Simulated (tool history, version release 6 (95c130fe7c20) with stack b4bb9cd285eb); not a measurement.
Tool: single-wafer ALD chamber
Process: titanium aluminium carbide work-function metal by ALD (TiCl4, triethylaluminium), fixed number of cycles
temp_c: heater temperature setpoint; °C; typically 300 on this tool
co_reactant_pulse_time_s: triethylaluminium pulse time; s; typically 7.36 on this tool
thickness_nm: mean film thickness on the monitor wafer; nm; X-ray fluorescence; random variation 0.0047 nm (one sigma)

run    hour  temp_c  co_reactant_pulse_time_s  read-back reference wafer on the same gauge, thickness_nm  thickness_nm
  1     0.0     288                      8.18                                                      1.871         1.820
  2    67.3     288                      8.18                                                      1.871         1.820
  3   117.4     288                      8.18                                                      1.869         1.825
  4   142.7     300                      7.36                                                      1.868         1.875
  5   192.1     300                      7.36                                                      1.869         1.866
  6   251.6     300                      7.36                                                      1.868         1.869
      315.5  -- thermocouple changed; heater temperature recalibrated
  7   371.7     300                      7.36                                                      1.870         1.850
  8   426.7     300                      7.36                                                      1.869         1.840
  9   496.4     300                      7.36                                                      1.869         1.824
      525.7  -- triethylaluminium bottle replaced
 10   542.1     300                      6.21                                                      1.870         1.604
 11   575.3     300                      6.21                                                      1.871         1.619
      628.1  -- showerhead replaced
 12   638.9     311                      5.65                                                      1.872         1.590
 13   668.6     311                      5.65                                                      1.872         1.594
 14   719.1     300                      8.74                                                      1.869         1.883
 15   763.3     287                      8.37                                                      1.870         1.730
 16   810.8     305                      7.36                                                      1.869         1.799
      820.7  -- triethylaluminium bottle replaced, repeated, since the last time left the tool worse
 17   845.7     288                      6.02                                                      1.871         1.640
      860.4  -- gauge calibrated
 18   877.5     306                      4.92                                                      1.871         1.575
 19   924.3     300                      7.36                                                      1.869         1.884
 20   957.6     307                      4.62                                                      1.871         1.502
 21  1019.4     307                      7.36                                                      1.871         1.954
 22  1067.3     300                      7.36                                                      1.869         1.889
 23  1100.2     300                      5.28                                                      1.869         1.607
 24  1144.8     300                      7.36                                                      1.871         1.888
 25  1196.0     300                      7.36                                                      1.867         1.880
 26  1249.2     300                      7.36                                                      1.868         1.888
 27  1297.9     304                      4.42                                                      1.870         1.395
 28  1486.1     310                      7.36                                                      1.868         1.956
 29  1517.9     300                      7.36                                                      1.872         1.859
 30  1587.4     312                      9.69                                                      1.869         2.094
 31  1620.5     300                      9.90                                                      1.869         1.987
     1650.7  -- triethylaluminium bottle replaced
 32  1651.9     294                      8.20                                                      1.868         1.891

Hidden state, per run?
wafer temperature above the value expected at the setpoint (K): 0 across all the runs
gauge reads high (%): 0 across all the runs
H1: triethylaluminium dose above that of a fresh bottle (%)
run      H1
  1   -2.13
  2   -2.73
  3   -3.24
  4   -3.52
  5   -4.11
  6   -4.89
  7   -6.72
  8   -7.66
  9   -8.96
 10   -16.6
 11   -16.6
 12   -16.7
 13   -16.8
 14     -17
 15   -17.2
 16   -17.5
 17  -0.134
 18  -0.164
 19  -0.249
 20   -0.34
 21  -0.576
 22  -0.818
 23   -1.01
 24   -1.32
 25   -1.73
 26   -2.21
 27   -2.72
 28   -5.16
 29   -5.65
 30   -6.81
 31    -7.4
 32  -0.819

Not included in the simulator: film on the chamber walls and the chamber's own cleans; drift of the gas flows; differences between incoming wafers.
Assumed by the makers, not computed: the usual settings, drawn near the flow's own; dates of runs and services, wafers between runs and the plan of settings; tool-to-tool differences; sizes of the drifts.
